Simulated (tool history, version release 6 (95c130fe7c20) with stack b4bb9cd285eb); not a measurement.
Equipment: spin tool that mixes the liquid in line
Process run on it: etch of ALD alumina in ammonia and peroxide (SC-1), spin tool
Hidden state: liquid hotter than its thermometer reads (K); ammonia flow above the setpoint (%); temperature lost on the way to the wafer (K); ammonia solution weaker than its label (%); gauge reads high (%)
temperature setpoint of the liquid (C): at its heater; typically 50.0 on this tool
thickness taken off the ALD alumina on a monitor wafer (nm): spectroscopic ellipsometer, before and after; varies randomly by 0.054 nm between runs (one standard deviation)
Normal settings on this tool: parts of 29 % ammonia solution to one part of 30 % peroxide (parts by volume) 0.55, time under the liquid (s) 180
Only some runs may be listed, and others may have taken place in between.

run,hour,temperature setpoint of the liquid (C),parts of 29 % ammonia solution to one part of 30 % peroxide (parts by volume),time under the liquid (s),wafers since the last listed run,hours since the thermometer was replaced,hours since the ammonia flow meter was replaced,hours since the heated supply line was repaired,hours since the drum of ammonia solution was connected,hours since the gauge calibration,"read-back film thickness of the ALD alumina reference wafer, read on the same gauge (nm)",thickness taken off the ALD alumina on a monitor wafer (nm)
1,0.0,50.0,0.55,260,0,772.3,791.0,2254.3,799.0,127.7,29.99,16.31
2,17.5,50.0,0.55,260,103,789.8,808.5,2271.8,816.5,145.2,30.01,16.24
3,30.5,50.0,0.55,180,77,802.8,821.5,2284.8,829.5,158.2,29.97,11.25
4,46.5,50.0,0.55,135,94,818.8,837.5,2300.8,845.5,174.2,30.03,8.44
5,57.6,50.0,0.55,135,65,829.9,848.6,2311.9,856.6,185.3,30.00,8.49
6,72.1,50.0,0.55,135,85,844.4,863.1,2326.4,871.1,199.8,30.00,8.42
# hour 88.0: ammonia flow meter replaced
7,88.6,54.5,0.55,105,91,860.9,0.6,2342.9,887.6,216.3,30.01,8.40
8,95.0,54.5,0.55,105,37,867.3,7.0,2349.3,894.0,222.7,29.99,8.48
9,102.5,54.5,0.55,105,44,874.8,14.5,2356.8,901.5,230.2,29.99,8.43
# hour 108.6: gauge calibrated
10,117.0,50.0,0.40,180,85,889.3,29.0,2371.3,916.0,8.4,29.98,10.99
# hour 128.2: heated supply line repaired
11,132.5,57.5,0.75,150,85,904.8,44.5,4.3,931.5,23.9,29.94,17.57
12,138.6,50.0,0.55,180,36,910.9,50.6,10.4,937.6,30.0,29.99,13.81
13,152.9,40.5,0.75,90,84,925.2,64.9,24.7,951.9,44.3,30.02,4.12
# hour 163.6: new drum of ammonia solution connected
14,166.1,42.0,0.55,75,72,938.4,78.1,37.9,2.5,57.5,29.97,3.66
15,176.1,50.0,0.30,180,59,948.4,88.1,47.9,12.5,67.5,30.02,12.98
16,184.2,46.0,0.75,115,48,956.5,96.2,56.0,20.6,75.6,29.99,7.25
17,200.1,54.0,0.55,180,94,972.4,112.1,71.9,36.5,91.5,30.00,17.09
# hour 202.5: thermometer replaced
18,214.1,50.0,0.55,260,77,11.6,126.1,85.9,50.5,105.5,29.97,17.61
19,231.4,58.0,0.45,80,102,28.9,143.4,103.2,67.8,122.8,30.06,8.13
20,243.0,55.0,0.65,130,68,40.5,155.0,114.8,79.4,134.4,30.02,11.65
21,256.3,54.0,0.40,150,78,53.8,168.3,128.1,92.7,147.7,29.99,12.24

Run-by-run hidden state of the tool:
ammonia flow above the setpoint (%): 0 on each run
ammonia solution weaker than its label (%): 0 on each run
gauge reads high (%): 0 on each run
H1: liquid hotter than its thermometer reads (K)
H2: temperature lost on the way to the wafer (K)
run,H1,H2
1,1.9,3.62
2,1.94,3.65
3,1.97,3.67
4,2,3.69
5,2.03,3.71
6,2.06,3.73
7,2.1,3.76
8,2.11,3.77
9,2.13,3.78
10,2.16,3.8
11,2.2,0.311
12,2.21,0.32
13,2.24,0.342
14,2.27,0.362
15,2.29,0.377
16,2.31,0.39
17,2.35,0.414
18,0.0556,0.436
19,0.0945,0.462
20,0.121,0.48
21,0.15,0.5
